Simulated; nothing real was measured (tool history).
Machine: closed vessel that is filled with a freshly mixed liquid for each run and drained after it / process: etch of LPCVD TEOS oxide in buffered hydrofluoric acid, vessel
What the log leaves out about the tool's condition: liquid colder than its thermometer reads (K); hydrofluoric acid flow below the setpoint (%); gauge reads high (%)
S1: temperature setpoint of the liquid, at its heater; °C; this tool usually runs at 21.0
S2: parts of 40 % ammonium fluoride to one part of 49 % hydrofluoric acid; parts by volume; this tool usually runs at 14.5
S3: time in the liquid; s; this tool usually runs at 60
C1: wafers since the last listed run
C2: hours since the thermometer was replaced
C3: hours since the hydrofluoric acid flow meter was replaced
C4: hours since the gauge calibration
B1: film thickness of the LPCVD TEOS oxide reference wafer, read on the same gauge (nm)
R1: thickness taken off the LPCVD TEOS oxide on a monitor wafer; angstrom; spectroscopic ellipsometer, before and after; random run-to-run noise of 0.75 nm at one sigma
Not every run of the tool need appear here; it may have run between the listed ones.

Run 1, hour 0.0: usual settings; C1 0; C2 1008.9; C3 91.2; C4 1085.6; B1 29.97. Result: R1 1423.1 angstrom.
At hour 40.9: thermometer replaced.
Run 2, hour 65.7: usual settings; C1 9023; C2 24.8; C3 156.9; C4 1151.3; B1 29.97. Result: R1 1438.8 angstrom.
Run 3, hour 115.1: usual settings; C1 6889; C2 74.2; C3 206.3; C4 1200.7; B1 29.98. Result: R1 1434.7 angstrom.
Run 4, hour 216.0: usual settings; C1 14071; C2 175.1; C3 307.2; C4 1301.6; B1 30.05. Result: R1 1434.2 angstrom.
Run 5, hour 323.4: usual settings; C1 14978; C2 282.5; C3 414.6; C4 1409.0; B1 30.00. Result: R1 1430.1 angstrom.
Run 6, hour 410.0: usual settings; C1 12077; C2 369.1; C3 501.2; C4 1495.6; B1 29.98. Result: R1 1438.1 angstrom.
Run 7, hour 510.7: usual settings; C1 14044; C2 469.8; C3 601.9; C4 1596.3; B1 30.03. Result: R1 1440.6 angstrom.
Run 8, hour 580.0: usual settings; C1 9664; C2 539.1; C3 671.2; C4 1665.6; B1 30.01. Result: R1 1436.7 angstrom.
Run 9, hour 677.4: usual settings but S3 35 s; C1 13583; C2 636.5; C3 768.6; C4 1763.0; B1 29.99. Result: R1 832.9 angstrom.
At hour 709.5: gauge calibrated.
Run 10, hour 739.4: usual settings; C1 8646; C2 698.5; C3 830.6; C4 29.9; B1 30.03. Result: R1 1422.1 angstrom.
Run 11, hour 782.4: usual settings but S1 24.0 °C, S3 35 s; C1 5996; C2 741.5; C3 873.6; C4 72.9; B1 30.06. Result: R1 989.2 angstrom.
Run 12, hour 852.9: usual settings; C1 9832; C2 812.0; C3 944.1; C4 143.4; B1 29.99. Result: R1 1427.8 angstrom.
Run 13, hour 900.0: usual settings but S2 11.0 parts by volume; C1 6568; C2 859.1; C3 991.2; C4 190.5; B1 30.02. Result: R1 1889.8 angstrom.
At hour 977.2: thermometer replaced.
At hour 986.1: hydrofluoric acid flow meter replaced.
Run 14, hour 999.3: usual settings but S2 18.5 parts by volume, S3 35 s; C1 13569; C2 22.1; C3 13.2; C4 289.8; B1 30.00. Result: R1 652.9 angstrom.
Run 15, hour 1088.7: usual settings; C1 12468; C2 111.5; C3 102.6; C4 379.2; B1 30.02. Result: R1 1418.9 angstrom.
Run 16, hour 1175.9: usual settings but S2 10.0 parts by volume; C1 12161; C2 198.7; C3 189.8; C4 466.4; B1 30.04. Result: R1 2058.2 angstrom.
Run 17, hour 1271.6: usual settings but S1 22.5 °C, S2 19.0 parts by volume, S3 45 s; C1 13346; C2 294.4; C3 285.5; C4 562.1; B1 29.94. Result: R1 895.4 angstrom.
Run 18, hour 1315.6: usual settings but S1 25.0 °C, S2 9.5 parts by volume, S3 90 s; C1 6136; C2 338.4; C3 329.5; C4 606.1; B1 30.00. Result: R1 3951.7 angstrom.
Run 19, hour 1632.1: usual settings; C1 44140; C2 654.9; C3 646.0; C4 922.6; B1 29.99. Result: R1 1419.5 angstrom.
Run 20, hour 1697.0: usual settings but S1 24.5 °C, S3 90 s; C1 9051; C2 719.8; C3 710.9; C4 987.5; B1 29.99. Result: R1 2609.4 angstrom.
Run 21, hour 1789.4: usual settings; C1 12886; C2 812.2; C3 803.3; C4 1079.9; B1 29.99. Result: R1 1427.6 angstrom.

Predict each of these 5 candidate next runs independently; none follows another, all start after run 21:
Run A, hour 1790.1: usual settings; C1 97; C2 812.9; C3 804.0; C4 1080.6; B1 ?. Result: R1 ?.
Run B, hour 1790.1: usual settings but S2 9.5 parts by volume, S3 85 s; C1 97; C2 812.9; C3 804.0; C4 1080.6; B1 ?. Result: R1 ?.
Run C, hour 1790.1: usual settings but S2 11.5 parts by volume; C1 97; C2 812.9; C3 804.0; C4 1080.6; B1 ?. Result: R1 ?.
Run D, hour 1790.1: usual settings but S1 17.5 °C, S2 12.0 parts by volume; C1 97; C2 812.9; C3 804.0; C4 1080.6; B1 ?. Result: R1 ?.
Run E, hour 1790.1: usual settings but S1 25.0 °C, S2 20.0 parts by volume, S3 30 s; C1 97; C2 812.9; C3 804.0; C4 1080.6; B1 ?. Result: R1 ?.

run     B1      R1
  A  29.94  1423.0
  B  29.94  2994.5
  C  29.94  1785.8
  D  29.94  1406.7
  E  29.94   645.9
With no hidden state in the tool, these same runs would have given:
run      R1
  A  1423.0
  B  2994.5
  C  1785.8
  D  1406.7
  E   645.9
